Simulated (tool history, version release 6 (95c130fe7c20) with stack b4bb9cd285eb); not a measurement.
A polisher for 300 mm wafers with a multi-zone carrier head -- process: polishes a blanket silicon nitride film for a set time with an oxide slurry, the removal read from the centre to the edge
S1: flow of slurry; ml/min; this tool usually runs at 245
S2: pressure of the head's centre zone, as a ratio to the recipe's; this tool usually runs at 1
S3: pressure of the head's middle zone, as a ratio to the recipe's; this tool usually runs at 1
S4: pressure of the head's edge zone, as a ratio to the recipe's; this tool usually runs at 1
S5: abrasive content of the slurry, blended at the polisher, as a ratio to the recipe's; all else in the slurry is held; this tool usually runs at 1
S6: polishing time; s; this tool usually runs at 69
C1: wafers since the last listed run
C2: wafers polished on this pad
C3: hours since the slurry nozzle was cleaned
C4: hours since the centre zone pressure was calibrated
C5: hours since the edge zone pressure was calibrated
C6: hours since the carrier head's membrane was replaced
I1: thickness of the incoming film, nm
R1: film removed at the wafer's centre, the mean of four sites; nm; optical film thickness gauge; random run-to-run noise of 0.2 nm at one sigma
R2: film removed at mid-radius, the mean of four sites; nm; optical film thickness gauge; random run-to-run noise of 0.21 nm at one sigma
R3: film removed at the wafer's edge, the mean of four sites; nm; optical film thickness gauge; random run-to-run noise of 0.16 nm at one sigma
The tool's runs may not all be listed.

{"run": 1, "hour": 0.0, "S1": 245, "S2": 1, "S3": 1, "S4": 1, "S5": 1, "S6": 69, "C1": 0, "C2": 1680, "C3": 512.2, "C4": 597.9, "C5": 431.4, "C6": 1091.4, "I1": 599.5, "R1": 20.9, "R2": 22.3, "R3": 22.5}
{"hour": 8.7, "done": "carrier head's membrane replaced by a new one"}
{"run": 2, "hour": 51.6, "S1": 245, "S2": 1, "S3": 1, "S4": 1, "S5": 1, "S6": 69, "C1": 392, "C2": 2072, "C3": 563.8, "C4": 649.5, "C5": 483, "C6": 42.9, "I1": 611.9, "R1": 20.5, "R2": 22.5, "R3": 22.2}
{"run": 3, "hour": 126.9, "S1": 245, "S2": 1, "S3": 1, "S4": 1.05, "S5": 1.15, "S6": 69, "C1": 633, "C2": 2706, "C3": 639.1, "C4": 724.8, "C5": 558.3, "C6": 118.2, "I1": 606.9, "R1": 22.6, "R2": 24.3, "R3": 25}
{"hour": 194.1, "done": "centre zone pressure recalibrated"}
{"run": 4, "hour": 231.4, "S1": 245, "S2": 1, "S3": 1, "S4": 1.05, "S5": 1.15, "S6": 69, "C1": 862, "C2": 3569, "C3": 743.6, "C4": 37.3, "C5": 662.8, "C6": 222.7, "I1": 618.2, "R1": 24.1, "R2": 23.8, "R3": 24.8}
{"run": 5, "hour": 310.3, "S1": 245, "S2": 1, "S3": 1, "S4": 1, "S5": 1, "S6": 69, "C1": 664, "C2": 4233, "C3": 822.5, "C4": 116.2, "C5": 741.7, "C6": 301.6, "I1": 607.7, "R1": 21.9, "R2": 22.1, "R3": 22.1}
{"hour": 314.7, "done": "worn pad replaced by a new one"}
{"hour": 381.1, "done": "slurry nozzle cleaned"}
{"run": 6, "hour": 402.6, "S1": 245, "S2": 1, "S3": 1, "S4": 1, "S5": 1, "S6": 69, "C1": 734, "C2": 731, "C3": 21.5, "C4": 208.5, "C5": 834, "C6": 393.9, "I1": 611.6, "R1": 22.7, "R2": 22.8, "R3": 23}
{"run": 7, "hour": 440.6, "S1": 245, "S2": 1, "S3": 1, "S4": 1.12, "S5": 1, "S6": 69, "C1": 319, "C2": 1051, "C3": 59.5, "C4": 246.5, "C5": 872, "C6": 431.9, "I1": 609.9, "R1": 22.2, "R2": 23.1, "R3": 24.2}
{"hour": 520.5, "done": "edge zone pressure recalibrated"}
{"run": 8, "hour": 526.5, "S1": 245, "S2": 1, "S3": 1, "S4": 1, "S5": 1, "S6": 69, "C1": 706, "C2": 1757, "C3": 145.4, "C4": 332.4, "C5": 6, "C6": 517.8, "I1": 609.3, "R1": 21.8, "R2": 22.6, "R3": 22.5}
{"run": 9, "hour": 601.2, "S1": 245, "S2": 0.94, "S3": 1, "S4": 1, "S5": 1, "S6": 69, "C1": 628, "C2": 2386, "C3": 220.1, "C4": 407.1, "C5": 80.7, "C6": 592.5, "I1": 608.5, "R1": 20.6, "R2": 22.9, "R3": 22.4}
{"run": 10, "hour": 655.3, "S1": 245, "S2": 0.9, "S3": 1.1, "S4": 0.91, "S5": 1, "S6": 77, "C1": 455, "C2": 2841, "C3": 274.2, "C4": 461.2, "C5": 134.8, "C6": 646.6, "I1": 608.3, "R1": 21.4, "R2": 27.2, "R3": 23.7}
{"run": 11, "hour": 714.7, "S1": 245, "S2": 1, "S3": 1, "S4": 1, "S5": 1, "S6": 69, "C1": 500, "C2": 3341, "C3": 333.6, "C4": 520.6, "C5": 194.2, "C6": 706, "I1": 601.5, "R1": 21.2, "R2": 22.4, "R3": 22.5}
{"run": 12, "hour": 809.4, "S1": 245, "S2": 1, "S3": 1, "S4": 1, "S5": 1, "S6": 69, "C1": 797, "C2": 4139, "C3": 428.3, "C4": 615.3, "C5": 288.9, "C6": 800.7, "I1": 603.8, "R1": 21.1, "R2": 22.4, "R3": 22.2}
{"run": 13, "hour": 868.7, "S1": 175, "S2": 1, "S3": 1, "S4": 1, "S5": 1, "S6": 69, "C1": 499, "C2": 4638, "C3": 487.6, "C4": 674.6, "C5": 348.2, "C6": 860, "I1": 617.8, "R1": 20.5, "R2": 21.6, "R3": 21.8}
{"hour": 910.9, "done": "centre zone pressure recalibrated"}
{"hour": 912.6, "done": "worn pad replaced by a new one"}
{"run": 14, "hour": 913.9, "S1": 245, "S2": 0.95, "S3": 1, "S4": 1, "S5": 1, "S6": 69, "C1": 349, "C2": 10, "C3": 532.8, "C4": 3, "C5": 393.4, "C6": 905.2, "I1": 608.5, "R1": 21.6, "R2": 22.2, "R3": 22}
{"run": 15, "hour": 1008.2, "S1": 245, "S2": 1, "S3": 1, "S4": 1, "S5": 1.25, "S6": 69, "C1": 793, "C2": 804, "C3": 627.1, "C4": 97.3, "C5": 487.7, "C6": 999.5, "I1": 605.7, "R1": 24.7, "R2": 24.8, "R3": 25.1}
{"run": 16, "hour": 1060.5, "S1": 270, "S2": 1, "S3": 1, "S4": 1, "S5": 1, "S6": 78, "C1": 440, "C2": 1245, "C3": 679.4, "C4": 149.6, "C5": 540, "C6": 1051.8, "I1": 612.2, "R1": 25.3, "R2": 25.5, "R3": 25.1}
{"hour": 1076.1, "done": "carrier head's membrane replaced by a new one"}
{"run": 17, "hour": 1099.9, "S1": 220, "S2": 1, "S3": 1.05, "S4": 1.09, "S5": 0.8, "S6": 69, "C1": 289, "C2": 1534, "C3": 718.8, "C4": 189, "C5": 579.4, "C6": 23.8, "I1": 618.6, "R1": 18.2, "R2": 19.2, "R3": 19.2}
{"hour": 1210.8, "done": "slurry nozzle cleaned"}
{"run": 18, "hour": 1389.4, "S1": 285, "S2": 1, "S3": 1, "S4": 1, "S5": 1, "S6": 69, "C1": 2428, "C2": 3963, "C3": 178.6, "C4": 478.5, "C5": 868.9, "C6": 313.3, "I1": 613, "R1": 21.9, "R2": 22.9, "R3": 22.8}
{"run": 19, "hour": 1466.7, "S1": 245, "S2": 1, "S3": 1, "S4": 1, "S5": 1, "S6": 69, "C1": 650, "C2": 4614, "C3": 255.9, "C4": 555.8, "C5": 946.2, "C6": 390.6, "I1": 610.8, "R1": 21.6, "R2": 22.3, "R3": 22.5}
{"hour": 1525.3, "done": "worn pad replaced by a new one"}
{"run": 20, "hour": 1561.8, "S1": 245, "S2": 1.08, "S3": 0.94, "S4": 1.06, "S5": 1, "S6": 51, "C1": 766, "C2": 307, "C3": 351, "C4": 650.9, "C5": 1041.3, "C6": 485.7, "I1": 618.6, "R1": 17.1, "R2": 15.6, "R3": 17}
{"hour": 1617.8, "done": "edge zone pressure recalibrated"}
{"hour": 1626.1, "done": "centre zone pressure recalibrated"}
{"run": 21, "hour": 1783.1, "S1": 245, "S2": 0.9, "S3": 1, "S4": 1.09, "S5": 1, "S6": 83, "C1": 1829, "C2": 2136, "C3": 572.3, "C4": 157, "C5": 165.3, "C6": 707, "I1": 608.6, "R1": 24.1, "R2": 26.6, "R3": 27.7}

Hidden condition of the tool, last listed run before each entry between runs versus first listed run after:
After run 1, before run 2: carrier head's membrane replaced by a new one (hour 8.7)
  slurry flow missing at the pad, %: 37.1 -> 38.2; deviation of the centre zone's pressure from its setpoint, %: -7.98 -> -8.1
  the result without the hidden state subtracted from the measured one, R1: -2.7 -> -2.9 nm; R2: -0.9 -> -0.9 nm; R3: -0.6 -> -0.7 nm
After run 3, before run 4: centre zone pressure recalibrated (hour 194.1)
  slurry flow missing at the pad, %: 39.5 -> 40.8; deviation of the centre zone's pressure from its setpoint, %: -8.22 -> -0.959
  the result without the hidden state subtracted from the measured one, R1: -3.2 -> -1.4 nm; R2: -1 -> -1.1 nm; R3: -0.7 -> -0.8 nm
After run 5, before run 6: worn pad replaced by a new one (hour 314.7); slurry nozzle cleaned (hour 381.1)
  slurry flow missing at the pad, %: 41.6 -> 7.27; deviation of the centre zone's pressure from its setpoint, %: -2.77 -> -4.24
  the result without the hidden state subtracted from the measured one, R1: -1.7 -> -1.2 nm; R2: -1 -> -0.2 nm; R3: -0.7 -> -0.1 nm
After run 7, before run 8: edge zone pressure recalibrated (hour 520.5)
  slurry flow missing at the pad, %: 12.2 -> 21.2; deviation of the centre zone's pressure from its setpoint, %: -4.69 -> -5.48
  the result without the hidden state subtracted from the measured one, R1: -1.4 -> -1.8 nm; R2: -0.3 -> -0.4 nm; R3: -0.2 -> -0.3 nm
After run 13, before run 14: centre zone pressure recalibrated (hour 910.9); worn pad replaced by a new one (hour 912.6)
  slurry flow missing at the pad, %: 38.9 -> 40; deviation of the centre zone's pressure from its setpoint, %: -6.85 -> 0.917
  the result without the hidden state subtracted from the measured one, R1: -2.7 -> -0.8 nm; R2: -1 -> -0.9 nm; R3: -0.7 -> -0.7 nm
After run 16, before run 17: carrier head's membrane replaced by a new one (hour 1076.1)
  slurry flow missing at the pad, %: 42.5 -> 43; deviation of the centre zone's pressure from its setpoint, %: -2.49 -> -3.1
  the result without the hidden state subtracted from the measured one, R1: -1.9 -> -1.6 nm; R2: -1.1 -> -0.9 nm; R3: -0.8 -> -0.7 nm
After run 17, before run 18: slurry nozzle cleaned (hour 1210.8)
  slurry flow missing at the pad, %: 43 -> 22.8; deviation of the centre zone's pressure from its setpoint, %: -3.1 -> -5.44
  the result without the hidden state subtracted from the measured one, R1: -1.6 -> -1.8 nm; R2: -0.9 -> -0.5 nm; R3: -0.7 -> -0.3 nm
After run 19, before run 20: worn pad replaced by a new one (hour 1525.3)
  slurry flow missing at the pad, %: 28.2 -> 33.1; deviation of the centre zone's pressure from its setpoint, %: -5.7 -> -5.93
  the result without the hidden state subtracted from the measured one, R1: -2 -> -1.7 nm; R2: -0.6 -> -0.5 nm; R3: -0.4 -> -0.4 nm
After run 20, before run 21: edge zone pressure recalibrated (hour 1617.8); centre zone pressure recalibrated (hour 1626.1)
  slurry flow missing at the pad, %: 33.1 -> 39.6; deviation of the centre zone's pressure from its setpoint, %: -5.93 -> -1.83
  the result without the hidden state subtracted from the measured one, R1: -1.7 -> -1.6 nm; R2: -0.5 -> -1.1 nm; R3: -0.4 -> -0.9 nm
